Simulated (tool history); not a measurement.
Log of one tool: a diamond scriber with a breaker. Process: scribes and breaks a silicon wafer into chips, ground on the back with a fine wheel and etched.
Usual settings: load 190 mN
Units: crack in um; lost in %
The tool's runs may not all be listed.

| run | day | load | incoming depth of the damage left on the back of the incoming wafer, um | crack | lost |
|---|---|---|---|---|---|
| 1 | 0.000 | 208 | 0.48 | 12.82 | 0.87 |
| 2 | 0.583 | 208 | 0.67 | 12.52 | 0.87 |
| 3 | 1.271 | 208 | 0.37 | 12.64 | 0.71 |
| 4 | 1.792 | 190 | 0.42 | 11.60 | 1.43 |
| 5 | 2.058 | 190 | 0.38 | 11.29 | 1.67 |
| 6 | 2.604 | 190 | 0.70 | 11.24 | 1.62 |
| 7 | 3.254 | 213 | 0.51 | 12.53 | 0.74 |
| 8 | 3.867 | 213 | 0.34 | 12.28 | 0.74 |
| 9 | 4.254 | 213 | 0.63 | 12.27 | 0.77 |
| 10 | 4.983 | 190 | 0.69 | 11.19 | 2.13 |
| 11 | 5.617 | 159 | 0.77 | 9.43 | 9.20 |
| 12 | 6.296 | 159 | 0.77 | 9.36 | 9.52 |
| 13 | 7.029 | 159 | 0.64 | 9.35 | 9.91 |
| 14 | 7.692 | 190 | 0.37 | 10.77 | 2.70 |
| 15 | 7.992 | 227 | 0.52 | 12.60 | 0.71 |
| 16 | 8.379 | 227 | 0.38 | 12.63 | 0.66 |
| 17 | 8.846 | 148 | 0.46 | 8.56 | 14.15 |
| 18 | 9.333 | 157 | 0.60 | 9.20 | 10.90 |
| 19 | 9.900 | 146 | 0.78 | 8.49 | 15.20 |
| 20 | 10.171 | 159 | 0.57 | 9.42 | 10.02 |
|  | 11.658 | diamond tip replaced by a new one |
| 21 | 11.904 | 242 | 0.39 | 15.17 | 4.43 |
| 22 | 12.525 | 190 | 0.52 | 12.33 | 0.77 |
| 23 | 13.075 | 206 | 0.39 | 12.96 | 0.87 |
| 24 | 13.746 | 223 | 0.56 | 13.81 | 1.47 |
| 25 | 14.400 | 246 | 0.71 | 14.74 | 2.92 |
| 26 | 15.100 | 215 | 0.50 | 12.81 | 0.86 |
| 27 | 15.746 | 219 | 0.53 | 12.91 | 0.85 |
|  | 16.371 | load on the tip recalibrated |
| 28 | 16.467 | 237 | 0.79 | 13.73 | 1.49 |
| 29 | 18.238 | 190 | 0.32 | 10.92 | 2.22 |
| 30 | 18.554 | 221 | 0.57 | 12.72 | 0.79 |
| 31 | 20.158 | 164 | 0.60 | 9.58 | 7.87 |
| 32 | 20.621 | 190 | 0.73 | 11.02 | 2.68 |
| 33 | 20.933 | 190 | 0.40 | 11.00 | 2.56 |

The same runs without the tool's hidden state, with the same run-to-run variation:
The hidden state here: share of the diamond tip's cutting effectiveness lost through wear, %; deviation of the load on the tip from its setpoint, %.
| run | crack | lost |
|---|---|---|
| 1 | 13.42 | 1.40 |
| 2 | 13.28 | 1.52 |
| 3 | 13.59 | 1.31 |
| 4 | 12.58 | 0.75 |
| 5 | 12.30 | 0.83 |
| 6 | 12.35 | 0.74 |
| 7 | 13.88 | 1.72 |
| 8 | 13.71 | 1.69 |
| 9 | 13.75 | 1.74 |
| 10 | 12.63 | 0.71 |
| 11 | 10.70 | 3.52 |
| 12 | 10.67 | 3.53 |
| 13 | 10.71 | 3.57 |
| 14 | 12.37 | 0.74 |
| 15 | 14.50 | 2.90 |
| 16 | 14.57 | 2.73 |
| 17 | 9.88 | 6.04 |
| 18 | 10.64 | 3.86 |
| 19 | 9.85 | 6.62 |
| 20 | 10.93 | 3.35 |
| 21 | 15.37 | 4.95 |
| 22 | 12.70 | 0.69 |
| 23 | 13.54 | 1.33 |
| 24 | 14.63 | 2.81 |
| 25 | 15.82 | 5.42 |
| 26 | 13.91 | 2.03 |
| 27 | 14.15 | 2.29 |
| 28 | 15.19 | 4.19 |
| 29 | 12.30 | 0.76 |
| 30 | 14.36 | 2.57 |
| 31 | 10.93 | 2.60 |
| 32 | 12.60 | 0.78 |
| 33 | 12.60 | 0.73 |

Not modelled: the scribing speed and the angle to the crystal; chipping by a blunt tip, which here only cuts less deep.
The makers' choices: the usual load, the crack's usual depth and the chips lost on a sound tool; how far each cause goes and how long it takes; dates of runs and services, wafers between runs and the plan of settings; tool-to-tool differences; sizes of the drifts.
